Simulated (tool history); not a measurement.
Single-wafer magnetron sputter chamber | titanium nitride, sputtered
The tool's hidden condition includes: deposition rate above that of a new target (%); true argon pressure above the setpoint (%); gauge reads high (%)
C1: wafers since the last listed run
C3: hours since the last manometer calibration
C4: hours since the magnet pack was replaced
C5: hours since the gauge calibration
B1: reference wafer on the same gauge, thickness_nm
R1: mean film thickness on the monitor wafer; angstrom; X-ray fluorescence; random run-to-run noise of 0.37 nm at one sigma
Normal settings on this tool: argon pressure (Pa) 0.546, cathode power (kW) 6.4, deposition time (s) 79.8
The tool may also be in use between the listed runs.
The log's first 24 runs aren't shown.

{"run": 25, "hour": 1183.6, "argon pressure (Pa)": 0.546, "cathode power (kW)": 6.4, "deposition time (s)": 79.8, "C1": 355, "wafers on the sputter target": 2310, "C3": 141, "C4": 923.8, "C5": 583.3, "B1": 88.772, "R1": 874.53}
{"run": 26, "hour": 1250.5, "argon pressure (Pa)": 0.546, "cathode power (kW)": 6.4, "deposition time (s)": 79.8, "C1": 737, "wafers on the sputter target": 3047, "C3": 207.9, "C4": 990.7, "C5": 650.2, "B1": 88.805, "R1": 873.49}
{"run": 27, "hour": 1307.3, "argon pressure (Pa)": 0.396, "cathode power (kW)": 5.6, "deposition time (s)": 79.8, "C1": 625, "wafers on the sputter target": 3673, "C3": 264.7, "C4": 1047.5, "C5": 707, "B1": 88.762, "R1": 824.81}
{"run": 28, "hour": 1351.4, "argon pressure (Pa)": 0.73, "cathode power (kW)": 5.7, "deposition time (s)": 84, "C1": 485, "wafers on the sputter target": 4159, "C3": 308.8, "C4": 1091.6, "C5": 751.1, "B1": 88.897, "R1": 721.43}
{"run": 29, "hour": 1382.5, "argon pressure (Pa)": 0.384, "cathode power (kW)": 6.4, "deposition time (s)": 71.6, "C1": 342, "wafers on the sputter target": 4501, "C3": 339.9, "C4": 1122.7, "C5": 782.2, "B1": 88.735, "R1": 853.59}
{"run": 30, "hour": 1413.3, "argon pressure (Pa)": 0.454, "cathode power (kW)": 6.4, "deposition time (s)": 85.4, "C1": 339, "wafers on the sputter target": 4841, "C3": 370.7, "C4": 1153.5, "C5": 813, "B1": 88.759, "R1": 964.8}
{"run": 31, "hour": 1475.6, "argon pressure (Pa)": 0.546, "cathode power (kW)": 6.4, "deposition time (s)": 79.8, "C1": 686, "wafers on the sputter target": 5527, "C3": 433, "C4": 1215.8, "C5": 875.3, "B1": 88.978, "R1": 851.55}
{"run": 32, "hour": 1511.4, "argon pressure (Pa)": 0.748, "cathode power (kW)": 7.85, "deposition time (s)": 73.3, "C1": 394, "wafers on the sputter target": 5922, "C3": 468.8, "C4": 1251.6, "C5": 911.1, "B1": 88.836, "R1": 843.67}
{"hour": 1532.0, "done": "sputter target and shields replaced"}
{"run": 33, "hour": 1563.0, "argon pressure (Pa)": 0.724, "cathode power (kW)": 7, "deposition time (s)": 79.8, "C1": 480, "wafers on the sputter target": 341, "C3": 520.4, "C4": 1303.2, "C5": 962.7, "B1": 88.871, "R1": 868.45}
{"run": 34, "hour": 1633.4, "argon pressure (Pa)": 0.546, "cathode power (kW)": 6.4, "deposition time (s)": 79.8, "C1": 775, "wafers on the sputter target": 1117, "C3": 590.8, "C4": 1373.6, "C5": 1033.1, "B1": 88.881, "R1": 885.36}
{"run": 35, "hour": 1666.3, "argon pressure (Pa)": 0.379, "cathode power (kW)": 5.4, "deposition time (s)": 66.4, "C1": 362, "wafers on the sputter target": 1479, "C3": 623.7, "C4": 1406.5, "C5": 1066, "B1": 88.857, "R1": 684.38}
{"run": 36, "hour": 1731.2, "argon pressure (Pa)": 0.546, "cathode power (kW)": 6.4, "deposition time (s)": 79.8, "C1": 715, "wafers on the sputter target": 2195, "C3": 688.6, "C4": 1471.4, "C5": 1130.9, "B1": 88.866, "R1": 874.62}

Forecast each of these 3 alternatives for the next run:
{"run": "A", "hour": 1731.6, "argon pressure (Pa)": 0.646, "cathode power (kW)": 6.4, "deposition time (s)": 79.8, "C1": 4, "wafers on the sputter target": 2199, "C3": 689, "C4": 1471.8, "C5": 1131.3, "B1": "?", "R1": "?"}
{"run": "B", "hour": 1731.6, "argon pressure (Pa)": 0.546, "cathode power (kW)": 5.1, "deposition time (s)": 79.8, "C1": 4, "wafers on the sputter target": 2199, "C3": 689, "C4": 1471.8, "C5": 1131.3, "B1": "?", "R1": "?"}
{"run": "C", "hour": 1731.6, "argon pressure (Pa)": 0.546, "cathode power (kW)": 7.35, "deposition time (s)": 88.1, "C1": 4, "wafers on the sputter target": 2199, "C3": 689, "C4": 1471.8, "C5": 1131.3, "B1": "?", "R1": "?"}

run=A B1=88.837 R1=824.05
run=B B1=88.837 R1=696.6
run=C B1=88.837 R1=1108.35
Take away the tool's hidden state, keep each run's random variation, and the runs would have read:
run=A R1=837.61
run=B R1=708.06
run=C R1=1126.58

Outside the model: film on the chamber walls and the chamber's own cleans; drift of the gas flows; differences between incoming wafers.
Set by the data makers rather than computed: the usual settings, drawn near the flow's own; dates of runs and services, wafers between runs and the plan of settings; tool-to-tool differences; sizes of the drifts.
